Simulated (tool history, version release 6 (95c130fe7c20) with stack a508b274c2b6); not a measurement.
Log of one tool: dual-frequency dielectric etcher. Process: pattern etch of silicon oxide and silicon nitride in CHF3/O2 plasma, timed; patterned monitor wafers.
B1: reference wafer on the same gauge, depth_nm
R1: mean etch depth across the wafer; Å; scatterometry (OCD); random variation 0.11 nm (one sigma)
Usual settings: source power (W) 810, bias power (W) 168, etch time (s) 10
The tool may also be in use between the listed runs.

run 1 hour=0 | source_power_(W)=810 bias_power_(W)=143 etch_time_(s)=10 | B1=18.63 | R1=158.7
run 2 hour=59.7 | source_power_(W)=810 bias_power_(W)=168 etch_time_(s)=10 | B1=18.58 | R1=169.2
run 3 hour=96.6 | source_power_(W)=810 bias_power_(W)=168 etch_time_(s)=10 | B1=18.63 | R1=168.1
run 4 hour=135.3 | source_power_(W)=810 bias_power_(W)=168 etch_time_(s)=8 | B1=18.58 | R1=134.3
run 5 hour=203.4 | source_power_(W)=810 bias_power_(W)=168 etch_time_(s)=8 | B1=18.59 | R1=135.8
run 6 hour=262.7 | source_power_(W)=810 bias_power_(W)=168 etch_time_(s)=7.5 | B1=18.6 | R1=129.1
-- hour=304.9 bias power generator calibrated
run 7 hour=316.9 | source_power_(W)=810 bias_power_(W)=168 etch_time_(s)=10 | B1=18.58 | R1=172
run 8 hour=373.4 | source_power_(W)=810 bias_power_(W)=168 etch_time_(s)=10 | B1=18.63 | R1=172
run 9 hour=407.2 | source_power_(W)=810 bias_power_(W)=168 etch_time_(s)=10 | B1=18.59 | R1=172.9
-- hour=431.8 gauge calibrated
run 10 hour=447.1 | source_power_(W)=810 bias_power_(W)=183 etch_time_(s)=10 | B1=18.61 | R1=174.8
-- hour=479.4 wet clean of the chamber
-- hour=480.9 source power generator calibrated
run 11 hour=481.4 | source_power_(W)=810 bias_power_(W)=168 etch_time_(s)=10 | B1=18.62 | R1=164.3
-- hour=516.7 upper electrode replaced, of another model than before
run 12 hour=531.1 | source_power_(W)=870 bias_power_(W)=137 etch_time_(s)=11.5 | B1=18.59 | R1=174
run 13 hour=590.2 | source_power_(W)=930 bias_power_(W)=185 etch_time_(s)=10 | B1=18.63 | R1=181.2
run 14 hour=649.6 | source_power_(W)=810 bias_power_(W)=183 etch_time_(s)=10 | B1=18.61 | R1=175.9
run 15 hour=679.6 | source_power_(W)=810 bias_power_(W)=168 etch_time_(s)=10 | B1=18.63 | R1=167.6
run 16 hour=724 | source_power_(W)=720 bias_power_(W)=168 etch_time_(s)=10 | B1=18.6 | R1=162.1
run 17 hour=766.2 | source_power_(W)=660 bias_power_(W)=144 etch_time_(s)=10 | B1=18.66 | R1=146.4
run 18 hour=797.9 | source_power_(W)=750 bias_power_(W)=152 etch_time_(s)=7.5 | B1=18.66 | R1=117
run 19 hour=865.6 | source_power_(W)=750 bias_power_(W)=168 etch_time_(s)=10 | B1=18.62 | R1=165.5
run 20 hour=894.4 | source_power_(W)=810 bias_power_(W)=168 etch_time_(s)=10 | B1=18.6 | R1=169.7
run 21 hour=945.6 | source_power_(W)=880 bias_power_(W)=168 etch_time_(s)=10 | B1=18.58 | R1=173.6
run 22 hour=987.5 | source_power_(W)=990 bias_power_(W)=155 etch_time_(s)=12 | B1=18.63 | R1=211.6

Forecast each of these 4 alternatives for the next run:
run A hour=987.9 | source_power_(W)=810 bias_power_(W)=168 etch_time_(s)=7 | B1=? | R1=?
run B hour=987.9 | source_power_(W)=940 bias_power_(W)=148 etch_time_(s)=8.5 | B1=? | R1=?
run C hour=987.9 | source_power_(W)=630 bias_power_(W)=204 etch_time_(s)=12 | B1=? | R1=?
run D hour=987.9 | source_power_(W)=980 bias_power_(W)=168 etch_time_(s)=10 | B1=? | R1=?

run=A B1=18.61 R1=120
run=B B1=18.61 R1=143.7
run=C B1=18.61 R1=209.2
run=D B1=18.61 R1=182.9
Without the tool's hidden state the same runs would have given:
run=A R1=115
run=B R1=137.6
run=C R1=200.4
run=D R1=175.2
